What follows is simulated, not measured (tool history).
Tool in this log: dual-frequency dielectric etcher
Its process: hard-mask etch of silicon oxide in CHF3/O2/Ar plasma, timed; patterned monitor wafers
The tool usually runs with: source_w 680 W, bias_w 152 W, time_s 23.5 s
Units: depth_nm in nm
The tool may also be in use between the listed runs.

run,hour,source_w,bias_w,time_s,wafers since the last listed run,hours since the last wet clean,hours since the last source power generator calibration,hours since the last bias power generator calibration,hours since the last upper electrode change,hours since the gauge calibration,"read-back reference wafer on the same gauge, depth_nm",depth_nm
1,0,680,152,28.5,0,334.7,1998.1,4067.7,3769.7,260.4,41.39,53.7
2,17.6,680,152,23.5,316,352.3,2015.7,4085.3,3787.3,278,41.4,44.18
# hour 22.1: gauge calibrated
3,25.1,680,152,23.5,135,359.8,2023.2,4092.8,3794.8,3,41.41,44.38
4,35.9,680,152,23.5,194,370.6,2034,4103.6,3805.6,13.8,41.41,44.24
5,63.5,680,152,23.5,496,398.2,2061.6,4131.2,3833.2,41.4,41.35,44.17
6,71.9,680,152,23.5,151,406.6,2070,4139.6,3841.6,49.8,41.41,44.38
7,88.3,680,137,22,295,423,2086.4,4156,3858,66.2,41.41,40.86
8,102.7,680,137,22,259,437.4,2100.8,4170.4,3872.4,80.6,41.41,40.77
9,148.3,680,137,22,821,483,2146.4,4216,3918,126.2,41.39,40.74
10,160.5,680,152,27.5,219,495.2,2158.6,4228.2,3930.2,138.4,41.37,51.59
# hour 179.5: bias power generator calibrated
# hour 186.7: upper electrode replaced
11,187.2,680,152,27.5,280,521.9,2185.3,7.7,0.5,165.1,41.4,51.65
12,187.5,680,169,23.5,5,522.2,2185.6,8,0.8,165.4,41.37,44.98
13,227.1,680,152,23.5,713,561.8,2225.2,47.6,40.4,205,41.37,44.37
14,236.7,680,152,23.5,172,571.4,2234.8,57.2,50,214.6,41.37,44.34
15,245.2,540,179,30,153,579.9,2243.3,65.7,58.5,223.1,41.42,52.25
16,251.5,800,152,21.5,113,586.2,2249.6,72,64.8,229.4,41.36,43.69
17,258.7,810,121,26.5,129,593.4,2256.8,79.2,72,236.6,41.38,51.93
18,271.2,680,118,17.5,225,605.9,2269.3,91.7,84.5,249.1,41.39,31.79
19,281.9,640,123,19.5,192,616.6,2280,102.4,95.2,259.8,41.36,34.65
20,289.8,530,118,27.5,142,624.5,2287.9,110.3,103.1,267.7,41.38,44.47
21,306.1,630,152,23.5,293,640.8,2304.2,126.6,119.4,284,41.41,42.77
# hour 346.1: gauge calibrated
# hour 364.2: wet clean of the chamber
22,364.7,730,132,16.5,622,0.5,2362.8,185.2,178,18.6,41.43,31.31
23,365,600,152,23.5,5,0.8,2363.1,185.5,178.3,18.9,41.37,41.81
# hour 377.7: source power generator calibrated
24,404.8,680,152,23.5,644,40.6,27.1,225.3,218.1,58.7,41.36,44.13
25,413.3,550,152,19.5,153,49.1,35.6,233.8,226.6,67.2,41.42,33.15
26,420.1,680,152,23.5,122,55.9,42.4,240.6,233.4,74,41.39,44.33
27,430.6,630,189,28.5,189,66.4,52.9,251.1,243.9,84.5,41.37,54.06
28,447.9,680,190,26,311,83.7,70.2,268.4,261.2,101.8,41.37,50.87
29,464.4,680,169,23.5,297,100.2,86.7,284.9,277.7,118.3,41.42,45.14
30,477,680,141,20,226,112.8,99.3,297.5,290.3,130.9,41.38,37.12
31,491.5,620,134,23.5,261,127.3,113.8,312,304.8,145.4,41.38,41.52

Branching from run 31: 3 alternative next runs. What would each branch give?
A,491.9,680,152,23.5,7,127.7,114.2,312.4,305.2,145.8,?,?
B,491.9,680,185,19,7,127.7,114.2,312.4,305.2,145.8,?,?
C,491.9,810,137,18.5,7,127.7,114.2,312.4,305.2,145.8,?,?

run,"read-back reference wafer on the same gauge, depth_nm",depth_nm
A,41.44,44.38
B,41.44,37.11
C,41.44,37.18
With the hidden condition removed and each run's random variation left untouched, the same runs would have given:
run,depth_nm
A,44.38
B,37.11
C,37.18
